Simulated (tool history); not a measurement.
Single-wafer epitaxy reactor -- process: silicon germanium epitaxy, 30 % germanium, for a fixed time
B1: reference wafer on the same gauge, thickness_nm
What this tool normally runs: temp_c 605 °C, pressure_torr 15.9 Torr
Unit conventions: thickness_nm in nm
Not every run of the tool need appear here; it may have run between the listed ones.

{"run": 1, "hour": 0.0, "temp_c": 605, "pressure_torr": 18.4, "B1": 61.993, "thickness_nm": 63.776}
{"run": 2, "hour": 43.8, "temp_c": 605, "pressure_torr": 18.4, "B1": 61.987, "thickness_nm": 63.795}
{"run": 3, "hour": 99.0, "temp_c": 611, "pressure_torr": 15.9, "B1": 62.052, "thickness_nm": 64.141}
{"run": 4, "hour": 151.6, "temp_c": 611, "pressure_torr": 15.9, "B1": 62.024, "thickness_nm": 64.123}
{"run": 5, "hour": 209.7, "temp_c": 605, "pressure_torr": 18, "B1": 61.939, "thickness_nm": 62.784}
{"run": 6, "hour": 255.6, "temp_c": 605, "pressure_torr": 18, "B1": 61.973, "thickness_nm": 62.586}
{"hour": 292.0, "done": "capacitance manometer re-zeroed and calibrated"}
{"run": 7, "hour": 420.3, "temp_c": 605, "pressure_torr": 18, "B1": 61.984, "thickness_nm": 62.896}
{"run": 8, "hour": 509.5, "temp_c": 605, "pressure_torr": 15.9, "B1": 62.065, "thickness_nm": 58.208}
{"hour": 608.7, "done": "pyrometer calibrated"}
{"run": 9, "hour": 609.2, "temp_c": 605, "pressure_torr": 15.9, "B1": 62.013, "thickness_nm": 58.912}
{"run": 10, "hour": 703.1, "temp_c": 605, "pressure_torr": 13, "B1": 61.989, "thickness_nm": 51.285}
{"hour": 715.3, "done": "gauge calibrated"}
{"run": 11, "hour": 807.1, "temp_c": 598, "pressure_torr": 15.9, "B1": 61.989, "thickness_nm": 52.624}
{"run": 12, "hour": 847.3, "temp_c": 598, "pressure_torr": 15.9, "B1": 62.063, "thickness_nm": 52.615}
{"run": 13, "hour": 918.9, "temp_c": 605, "pressure_torr": 15.9, "B1": 61.967, "thickness_nm": 58.913}
{"run": 14, "hour": 981.3, "temp_c": 605, "pressure_torr": 15.9, "B1": 62.021, "thickness_nm": 58.724}
{"run": 15, "hour": 1040.4, "temp_c": 605, "pressure_torr": 15.9, "B1": 61.98, "thickness_nm": 58.681}
{"hour": 1067.0, "done": "showerhead replaced, of another model than before"}
{"run": 16, "hour": 1080.4, "temp_c": 609, "pressure_torr": 13.4, "B1": 61.935, "thickness_nm": 51.612}
{"run": 17, "hour": 1155.9, "temp_c": 619, "pressure_torr": 19.5, "B1": 61.946, "thickness_nm": 87.316}
{"run": 18, "hour": 1224.9, "temp_c": 605, "pressure_torr": 18.2, "B1": 62.025, "thickness_nm": 66.353}
{"run": 19, "hour": 1282.4, "temp_c": 592, "pressure_torr": 18, "B1": 62.055, "thickness_nm": 53.123}
{"run": 20, "hour": 1372.6, "temp_c": 613, "pressure_torr": 14.5, "B1": 61.965, "thickness_nm": 60.578}
{"hour": 1401.5, "done": "capacitance manometer re-zeroed and calibrated"}
{"run": 21, "hour": 1448.9, "temp_c": 605, "pressure_torr": 15.9, "B1": 62.06, "thickness_nm": 58.626}
{"run": 22, "hour": 1496.1, "temp_c": 605, "pressure_torr": 15.9, "B1": 62.059, "thickness_nm": 58.272}
{"run": 23, "hour": 1586.6, "temp_c": 593, "pressure_torr": 14.4, "B1": 62.049, "thickness_nm": 43.54}
{"run": 24, "hour": 1649.2, "temp_c": 605, "pressure_torr": 15.9, "B1": 62.033, "thickness_nm": 58.555}
{"run": 25, "hour": 1709.2, "temp_c": 619, "pressure_torr": 17.9, "B1": 62.052, "thickness_nm": 81.13}
{"run": 26, "hour": 1771.7, "temp_c": 605, "pressure_torr": 13.8, "B1": 61.996, "thickness_nm": 50.174}
{"run": 27, "hour": 1830.7, "temp_c": 605, "pressure_torr": 18.4, "B1": 62.026, "thickness_nm": 66.578}
{"run": 28, "hour": 1927.7, "temp_c": 605, "pressure_torr": 15.9, "B1": 61.978, "thickness_nm": 58.388}
{"run": 29, "hour": 1964.0, "temp_c": 599, "pressure_torr": 17.1, "B1": 62.006, "thickness_nm": 56.655}
{"run": 30, "hour": 2033.8, "temp_c": 605, "pressure_torr": 15.9, "B1": 61.977, "thickness_nm": 58.435}
{"run": 31, "hour": 2078.3, "temp_c": 597, "pressure_torr": 17.4, "B1": 61.989, "thickness_nm": 56.003}
{"run": 32, "hour": 2141.5, "temp_c": 615, "pressure_torr": 17.7, "B1": 62.007, "thickness_nm": 75.127}
{"run": 33, "hour": 2222.2, "temp_c": 614, "pressure_torr": 13.7, "B1": 61.992, "thickness_nm": 57.033}
{"run": 34, "hour": 2262.0, "temp_c": 617, "pressure_torr": 19.5, "B1": 61.994, "thickness_nm": 84.086}

Exercise: give the hidden state of the tool at every run:
true pressure above the setpoint (%): 0 at every run
gauge reads high (%): 0 at every run
H1: wafer temperature above the value expected at the setpoint (K)
run=1 H1=-0.716
run=2 H1=-0.73
run=3 H1=-0.749
run=4 H1=-0.766
run=5 H1=-0.786
run=6 H1=-0.801
run=7 H1=-0.856
run=8 H1=-0.885
run=9 H1=-0.0778
run=10 H1=-0.109
run=11 H1=-0.144
run=12 H1=-0.157
run=13 H1=-0.181
run=14 H1=-0.201
run=15 H1=-0.221
run=16 H1=-0.234
run=17 H1=-0.259
run=18 H1=-0.282
run=19 H1=-0.301
run=20 H1=-0.331
run=21 H1=-0.357
run=22 H1=-0.372
run=23 H1=-0.403
run=24 H1=-0.423
run=25 H1=-0.443
run=26 H1=-0.464
run=27 H1=-0.484
run=28 H1=-0.516
run=29 H1=-0.528
run=30 H1=-0.551
run=31 H1=-0.566
run=32 H1=-0.587
run=33 H1=-0.614
run=34 H1=-0.627
